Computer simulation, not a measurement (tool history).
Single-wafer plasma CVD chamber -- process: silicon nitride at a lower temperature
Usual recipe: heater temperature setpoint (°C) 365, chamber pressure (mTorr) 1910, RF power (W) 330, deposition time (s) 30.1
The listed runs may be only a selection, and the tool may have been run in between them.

run   hour  heater temperature setpoint (°C)  chamber pressure (mTorr)  RF power (W)  deposition time (s)  read-back reference wafer on the same gauge, thickness_nm  mean film thickness on the monitor wafer (angstrom)
  1    0.0                               365                      1910           330                 30.1                                                     35.014                                               388.36
  2   11.7                               365                      1910           330                 30.1                                                     35.000                                               387.39
  3   27.1                               359                      1910           330                 30.1                                                     34.979                                               386.17
      41.9  -- capacitance manometer re-zeroed and calibrated
  4   42.4                               359                      1910           330                 30.1                                                     34.974                                               387.31
  5   47.1                               365                      1910           370                 33.9                                                     35.002                                               464.99
      60.6  -- showerhead replaced
  6   61.1                               365                      1910           370                 33.9                                                     34.981                                               464.71
  7   65.7                               378                      1710           275                 30.1                                                     34.971                                               335.97
  8   79.8                               365                      1910           330                 30.1                                                     34.993                                               389.66
  9   92.5                               359                      1910           330                 30.1                                                     35.001                                               387.35
 10  100.2                               359                      1550           330                 35.5                                                     35.021                                               436.75
 11  108.8                               375                      2130           330                 30.1                                                     34.970                                               392.90
 12  125.6                               365                      1910           330                 30.1                                                     34.989                                               383.14
 13  137.6                               365                      1910           330                 30.1                                                     34.979                                               385.43
 14  150.4                               357                      1910           330                 33.9                                                     35.028                                               439.39
     154.3  -- gauge calibrated
 15  162.8                               376                      1580           360                 30.1                                                     34.982                                               390.94
 16  178.3                               365                      1910           330                 30.1                                                     34.996                                               385.77
 17  193.7                               365                      1910           355                 34.0                                                     34.986                                               455.45
     206.7  -- RF generator calibrated
 18  207.2                               365                      1910           330                 30.1                                                     35.009                                               386.01
 19  218.2                               379                      1560           330                 33.5                                                     34.990                                               409.24
 20  230.7                               365                      2330           270                 26.0                                                     35.023                                               306.31
 21  243.6                               354                      2110           330                 30.1                                                     35.004                                               394.38
 22  260.1                               371                      1910           330                 33.7                                                     35.005                                               430.75
 23  268.4                               365                      1910           330                 30.1                                                     34.996                                               385.72
 24  299.7                               365                      1910           330                 30.1                                                     35.033                                               386.39
 25  307.1                               365                      1480           385                 30.1                                                     35.004                                               400.63
 26  317.5                               354                      1490           330                 33.1                                                     34.983                                               402.10
 27  323.8                               365                      2190           375                 30.1                                                     35.009                                               428.01
 28  329.9                               365                      1910           330                 30.1                                                     34.975                                               388.78
 29  336.6                               376                      1580           360                 30.1                                                     34.985                                               391.11

Predict each of these 4 candidate next runs independently; none follows another, all start after run 29:
  A  337.0                               365                      1910           330                 30.1                                                          ?                                                    ?
  B  337.0                               353                      2140           310                 28.4                                                          ?                                                    ?
  C  337.0                               374                      1600           355                 27.7                                                          ?                                                    ?
  D  337.0                               365                      1910           275                 30.1                                                          ?                                                    ?

run  read-back reference wafer on the same gauge, thickness_nm  mean film thickness on the monitor wafer (angstrom)
  A                                                     34.993                                               387.40
  B                                                     34.993                                               361.87
  C                                                     34.993                                               357.40
  D                                                     34.993                                               346.80
Stripped of hidden state, with their random variation kept, the same runs would have yielded:
run  mean film thickness on the monitor wafer (angstrom)
  A                                               387.40
  B                                               361.87
  C                                               357.40
  D                                               346.80

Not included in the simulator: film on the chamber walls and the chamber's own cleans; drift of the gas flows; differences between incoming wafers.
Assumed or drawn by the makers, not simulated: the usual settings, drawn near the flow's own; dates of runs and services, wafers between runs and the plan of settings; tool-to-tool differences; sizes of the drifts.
